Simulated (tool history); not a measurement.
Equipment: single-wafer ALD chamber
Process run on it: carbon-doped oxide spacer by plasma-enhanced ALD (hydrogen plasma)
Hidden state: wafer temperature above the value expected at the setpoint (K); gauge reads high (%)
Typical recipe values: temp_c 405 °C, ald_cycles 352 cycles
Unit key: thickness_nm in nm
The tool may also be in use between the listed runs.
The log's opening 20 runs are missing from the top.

run,hour,temp_c,ald_cycles,wafers since the last listed run,hours since the last thermocouple change,hours since the gauge calibration,"read-back reference wafer on the same gauge, thickness_nm",thickness_nm
21,275.3,405,352,19,803.2,145.3,14.095,17.408
22,291.8,405,352,22,819.7,161.8,14.115,17.42
23,309.2,405,352,23,837.1,179.2,14.105,17.474
24,318.9,405,352,13,846.8,188.9,14.102,17.42
25,325.4,416,416,8,853.3,195.4,14.109,20.008
26,337.8,405,374,16,865.7,207.8,14.11,18.517
27,345,419,352,9,872.9,215,14.109,16.725
28,357,405,414,16,884.9,227,14.108,20.587
29,365.2,405,367,11,893.1,235.2,14.101,18.224
30,380.5,395,371,20,908.4,250.5,14.107,18.402
31,394.8,405,352,19,922.7,264.8,14.104,17.505
32,412.2,390,372,23,940.1,282.2,14.1,18.518
# hour 428.2: thermocouple changed; heater temperature recalibrated
33,428.7,405,352,11,0.5,298.7,14.109,17.264
34,443.8,391,352,20,15.6,313.8,14.107,17.565
35,455.4,405,352,15,27.2,325.4,14.098,17.309
36,473.1,405,322,24,44.9,343.1,14.095,15.784
# hour 476.1: gauge calibrated
37,480.3,401,316,9,52.1,4.2,14.11,15.652
38,498,405,316,24,69.8,21.9,14.082,15.595
39,504.1,411,405,8,75.9,28,14.11,19.607
40,518.8,405,352,19,90.6,42.7,14.1,17.272
41,533.8,393,404,20,105.6,57.7,14.093,20.119

Run 42 is up next; what results do you expect?
42,543.4,410,390,13,115.2,67.3,?,?

{"run 42": {"read-back reference wafer on the same gauge, thickness_nm": 14.091, "thickness_nm": 18.884}}
The same run, on a tool lacking any hidden state, would have yielded thickness_nm 18.859 nm.
